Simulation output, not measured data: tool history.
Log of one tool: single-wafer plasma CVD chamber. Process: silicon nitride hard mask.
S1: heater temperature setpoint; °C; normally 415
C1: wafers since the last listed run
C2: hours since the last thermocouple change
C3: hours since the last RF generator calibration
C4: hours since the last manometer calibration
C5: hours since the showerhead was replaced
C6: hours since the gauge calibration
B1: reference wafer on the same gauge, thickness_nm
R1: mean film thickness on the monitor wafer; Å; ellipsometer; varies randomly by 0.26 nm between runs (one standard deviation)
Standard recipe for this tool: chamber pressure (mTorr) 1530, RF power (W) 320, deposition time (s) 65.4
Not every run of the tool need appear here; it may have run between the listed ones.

{"run": 1, "hour": 0.0, "S1": 415, "chamber pressure (mTorr)": 1530, "RF power (W)": 320, "deposition time (s)": 65.4, "C1": 0, "C2": 1872, "C3": 1372.5, "C4": 1032.3, "C5": 4551, "C6": 44.8, "B1": 75.231, "R1": 889.24}
{"run": 2, "hour": 16.4, "S1": 415, "chamber pressure (mTorr)": 1530, "RF power (W)": 320, "deposition time (s)": 65.4, "C1": 176, "C2": 1888.4, "C3": 1388.9, "C4": 1048.7, "C5": 4567.4, "C6": 61.2, "B1": 75.174, "R1": 891.76}
{"run": 3, "hour": 25.9, "S1": 425, "chamber pressure (mTorr)": 1530, "RF power (W)": 320, "deposition time (s)": 65.4, "C1": 102, "C2": 1897.9, "C3": 1398.4, "C4": 1058.2, "C5": 4576.9, "C6": 70.7, "B1": 75.176, "R1": 883.52}
{"hour": 35.3, "done": "thermocouple changed; heater temperature recalibrated"}
{"run": 4, "hour": 35.8, "S1": 425, "chamber pressure (mTorr)": 1530, "RF power (W)": 320, "deposition time (s)": 65.4, "C1": 20, "C2": 0.5, "C3": 1408.3, "C4": 1068.1, "C5": 4586.8, "C6": 80.6, "B1": 75.19, "R1": 883.16}
{"run": 5, "hour": 49.1, "S1": 425, "chamber pressure (mTorr)": 1530, "RF power (W)": 320, "deposition time (s)": 65.4, "C1": 142, "C2": 13.8, "C3": 1421.6, "C4": 1081.4, "C5": 4600.1, "C6": 93.9, "B1": 75.132, "R1": 880.14}
{"run": 6, "hour": 55.9, "S1": 421, "chamber pressure (mTorr)": 1320, "RF power (W)": 320, "deposition time (s)": 65.4, "C1": 73, "C2": 20.6, "C3": 1428.4, "C4": 1088.2, "C5": 4606.9, "C6": 100.7, "B1": 75.118, "R1": 859.75}
{"hour": 68.3, "done": "RF generator calibrated"}
{"run": 7, "hour": 68.8, "S1": 421, "chamber pressure (mTorr)": 1320, "RF power (W)": 320, "deposition time (s)": 65.4, "C1": 52, "C2": 33.5, "C3": 0.5, "C4": 1101.1, "C5": 4619.8, "C6": 113.6, "B1": 75.259, "R1": 840.39}
{"run": 8, "hour": 75.6, "S1": 415, "chamber pressure (mTorr)": 1530, "RF power (W)": 320, "deposition time (s)": 65.4, "C1": 73, "C2": 40.3, "C3": 7.3, "C4": 1107.9, "C5": 4626.6, "C6": 120.4, "B1": 75.093, "R1": 870.49}
{"run": 9, "hour": 93.2, "S1": 415, "chamber pressure (mTorr)": 1530, "RF power (W)": 320, "deposition time (s)": 65.4, "C1": 189, "C2": 57.9, "C3": 24.9, "C4": 1125.5, "C5": 4644.2, "C6": 138, "B1": 75.222, "R1": 868.36}
{"run": 10, "hour": 103.6, "S1": 415, "chamber pressure (mTorr)": 1880, "RF power (W)": 320, "deposition time (s)": 58.9, "C1": 111, "C2": 68.3, "C3": 35.3, "C4": 1135.9, "C5": 4654.6, "C6": 148.4, "B1": 75.245, "R1": 814.95}
{"hour": 118.8, "done": "capacitance manometer re-zeroed and calibrated"}
{"run": 11, "hour": 119.3, "S1": 415, "chamber pressure (mTorr)": 1530, "RF power (W)": 320, "deposition time (s)": 62, "C1": 82, "C2": 84, "C3": 51, "C4": 0.5, "C5": 4670.3, "C6": 164.1, "B1": 75.201, "R1": 821.3}
{"hour": 128.2, "done": "showerhead replaced"}
{"run": 12, "hour": 133.2, "S1": 415, "chamber pressure (mTorr)": 1530, "RF power (W)": 320, "deposition time (s)": 65.4, "C1": 63, "C2": 97.9, "C3": 64.9, "C4": 14.4, "C5": 5, "C6": 178, "B1": 75.26, "R1": 866.27}
{"run": 13, "hour": 140.8, "S1": 415, "chamber pressure (mTorr)": 1530, "RF power (W)": 320, "deposition time (s)": 65.4, "C1": 81, "C2": 105.5, "C3": 72.5, "C4": 22, "C5": 12.6, "C6": 185.6, "B1": 75.106, "R1": 863.75}
{"run": 14, "hour": 157.7, "S1": 415, "chamber pressure (mTorr)": 1180, "RF power (W)": 320, "deposition time (s)": 65.4, "C1": 181, "C2": 122.4, "C3": 89.4, "C4": 38.9, "C5": 29.5, "C6": 202.5, "B1": 75.257, "R1": 818.79}
{"run": 15, "hour": 165.3, "S1": 415, "chamber pressure (mTorr)": 1530, "RF power (W)": 340, "deposition time (s)": 65.4, "C1": 81, "C2": 130, "C3": 97, "C4": 46.5, "C5": 37.1, "C6": 210.1, "B1": 75.088, "R1": 891.12}
{"hour": 180.2, "done": "RF generator calibrated, repeated, since the last time left the tool worse"}
{"run": 16, "hour": 180.7, "S1": 425, "chamber pressure (mTorr)": 1530, "RF power (W)": 270, "deposition time (s)": 65.4, "C1": 79, "C2": 145.4, "C3": 0.5, "C4": 61.9, "C5": 52.5, "C6": 225.5, "B1": 75.252, "R1": 826.76}
{"run": 17, "hour": 189.9, "S1": 415, "chamber pressure (mTorr)": 1530, "RF power (W)": 320, "deposition time (s)": 65.4, "C1": 98, "C2": 154.6, "C3": 9.7, "C4": 71.1, "C5": 61.7, "C6": 234.7, "B1": 75.122, "R1": 910.21}
{"run": 18, "hour": 206.2, "S1": 415, "chamber pressure (mTorr)": 1900, "RF power (W)": 320, "deposition time (s)": 65.4, "C1": 175, "C2": 170.9, "C3": 26, "C4": 87.4, "C5": 78, "C6": 251, "B1": 75.239, "R1": 947.12}
{"run": 19, "hour": 212.2, "S1": 415, "chamber pressure (mTorr)": 1900, "RF power (W)": 380, "deposition time (s)": 65.4, "C1": 64, "C2": 176.9, "C3": 32, "C4": 93.4, "C5": 84, "C6": 257, "B1": 75.224, "R1": 1036.61}
{"hour": 215.8, "done": "gauge calibrated"}
{"run": 20, "hour": 239.9, "S1": 415, "chamber pressure (mTorr)": 1870, "RF power (W)": 345, "deposition time (s)": 65.4, "C1": 297, "C2": 204.6, "C3": 59.7, "C4": 121.1, "C5": 111.7, "C6": 24.1, "B1": 75.153, "R1": 982.3}
{"run": 21, "hour": 246.0, "S1": 420, "chamber pressure (mTorr)": 1770, "RF power (W)": 365, "deposition time (s)": 57, "C1": 65, "C2": 210.7, "C3": 65.8, "C4": 127.2, "C5": 117.8, "C6": 30.2, "B1": 75.183, "R1": 864.64}
{"run": 22, "hour": 263.2, "S1": 415, "chamber pressure (mTorr)": 1530, "RF power (W)": 295, "deposition time (s)": 72.6, "C1": 184, "C2": 227.9, "C3": 83, "C4": 144.4, "C5": 135, "C6": 47.4, "B1": 75.193, "R1": 957.68}
{"run": 23, "hour": 272.3, "S1": 415, "chamber pressure (mTorr)": 1530, "RF power (W)": 320, "deposition time (s)": 65.4, "C1": 97, "C2": 237, "C3": 92.1, "C4": 153.5, "C5": 144.1, "C6": 56.5, "B1": 75.249, "R1": 908.19}
{"run": 24, "hour": 280.6, "S1": 415, "chamber pressure (mTorr)": 1530, "RF power (W)": 320, "deposition time (s)": 65.4, "C1": 89, "C2": 245.3, "C3": 100.4, "C4": 161.8, "C5": 152.4, "C6": 64.8, "B1": 75.241, "R1": 908.18}

Estimate the outcome of run 25 from the log above:
{"run": 25, "hour": 290.9, "S1": 415, "chamber pressure (mTorr)": 1530, "RF power (W)": 320, "deposition time (s)": 65.4, "C1": 110, "C2": 255.6, "C3": 110.7, "C4": 172.1, "C5": 162.7, "C6": 75.1, "B1": "?", "R1": "?"}

Run 25 measured B1 75.219, R1 908.45 Å.
The same run, on a tool lacking any hidden state, would have yielded R1 917.96 Å.
